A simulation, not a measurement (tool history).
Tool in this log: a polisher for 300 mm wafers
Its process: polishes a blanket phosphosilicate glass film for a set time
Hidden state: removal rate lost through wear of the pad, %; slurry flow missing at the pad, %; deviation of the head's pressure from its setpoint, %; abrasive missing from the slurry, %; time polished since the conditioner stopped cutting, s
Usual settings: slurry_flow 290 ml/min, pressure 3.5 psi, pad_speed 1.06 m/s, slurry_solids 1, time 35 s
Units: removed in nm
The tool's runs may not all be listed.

run	hour	slurry_flow	pressure	pad_speed	slurry_solids	time	wafers since the last listed run	wafers polished on this pad	hours since the slurry nozzle was cleaned	hours since the head pressure was calibrated	hours since the slurry blender was calibrated	hours since the conditioning disc was replaced	incoming thickness of the incoming film, nm	removed
1	0	290	2.8	1.06	1	35	0	1686	177.2	616.7	232.6	229.1	3299.2	288.6
2	35.8	290	2.8	1.06	1	35	348	2034	213	652.5	268.4	264.9	3299.1	282.8
# hour 86.9: slurry blender recalibrated
# hour 93.2: conditioning disc replaced and pad reconditioned
# hour 95.8: worn pad replaced by a new one
3	96.3	290	2.8	1.06	1	35	524	4	273.5	713	9.4	3.1	3275.1	306.1
# hour 99.8: slurry nozzle cleaned
4	142.9	290	3.5	1.06	1	35	443	448	43.1	759.6	56	49.7	3264.2	349.6
5	205.9	290	3.5	1.26	1	35	613	1062	106.1	822.6	119	112.7	3220.9	388.5
6	266.4	290	3.5	1.26	1	35	589	1651	166.6	883.1	179.5	173.2	3294.3	378.2
7	315.1	290	3.5	1.26	1	35	474	2125	215.3	931.8	228.2	221.9	3285	372.7
# hour 340.1: worn pad replaced by a new one
8	342.9	320	3.5	1.06	1	35	231	27	243.1	959.6	256	249.7	3298.7	327.7
# hour 392.4: slurry blender recalibrated
# hour 405.3: slurry nozzle cleaned
9	412.1	320	3.5	1.06	1	35	644	672	6.8	1028.8	19.7	318.9	3274.8	354.7
# hour 423.7: conditioning disc replaced and pad reconditioned
10	482.6	320	3.5	1.06	1	40	666	1339	77.3	1099.3	90.2	58.9	3285.1	401.3
11	525.8	290	4.3	1.06	1	35	420	1759	120.5	1142.5	133.4	102.1	3284.3	371.5
12	560.4	290	4.3	1.06	1	35	336	2096	155.1	1177.1	168	136.7	3222.7	381
# hour 581.5: worn pad replaced by a new one
13	597.4	290	4.3	1.06	1	35	321	155	192.1	1214.1	205	173.7	3214	374.6
14	635.2	290	3.5	0.72	0.8	35	368	523	229.9	1251.9	242.8	211.5	3248.6	222.5
# hour 685.5: conditioning disc replaced and pad reconditioned
15	699.5	320	3.5	1.06	0.75	35	606	1129	294.2	1316.2	307.1	14	3300.2	280.2
# hour 717.2: slurry nozzle cleaned
# hour 736.6: slurry blender recalibrated
# hour 737.1: head pressure recalibrated
16	767	290	3.5	1.2	1	35	623	1752	49.8	29.9	30.4	81.5	3304.6	375
# hour 795.8: worn pad replaced by a new one
17	826	290	4.1	1.06	1.1	41	535	293	108.8	88.9	89.4	140.5	3268.8	461.4
18	888.8	245	3.5	1.34	1	35	611	905	171.6	151.7	152.2	203.3	3333.1	397.5
19	933.4	290	3.5	1.06	1	35	434	1339	216.2	196.3	196.8	247.9	3259.9	330.3
# hour 948.9: conditioning disc replaced and pad reconditioned
20	965.9	200	4	1.06	1	35	296	1636	248.7	228.8	229.3	17	3284.6	333.3
# hour 981.8: slurry nozzle cleaned
21	1009.6	290	3.5	1.06	0.8	35	415	2051	27.8	272.5	273	60.7	3272	295.1
# hour 1030.6: slurry blender recalibrated
# hour 1038.5: worn pad replaced by a new one
22	1038.9	290	3	1.06	0.9	26	226	3	57.1	301.8	8.3	90	3281.9	221.7
23	1090.1	290	3.5	1.26	1	35	498	502	108.3	353	59.5	141.2	3309.6	387.7
24	1135	325	3.5	1.06	0.75	35	437	939	153.2	397.9	104.4	186.1	3289.8	305.9
25	1188.1	290	3.5	1.36	0.85	35	516	1456	206.3	451	157.5	239.2	3296.6	376.2
26	1232.5	290	2.7	1.06	0.85	42	432	1888	250.7	495.4	201.9	283.6	3324.3	310.5

Each row is a separate what-if for the run after 26, all from the same tool condition, not one after another. Results?
A	1232.9	365	3.5	1.06	1	35	3	1892	251.1	495.8	202.3	284	3288	?
B	1232.9	350	4.4	1.06	1	35	3	1892	251.1	495.8	202.3	284	3288	?
C	1232.9	290	3.5	1.06	0.9	35	3	1892	251.1	495.8	202.3	284	3288	?

run	removed
A	332.5
B	383.7
C	312
Take away the tool's hidden state, keep each run's random variation, and the runs would have read:
run	removed
A	358.2
B	413.5
C	337.3
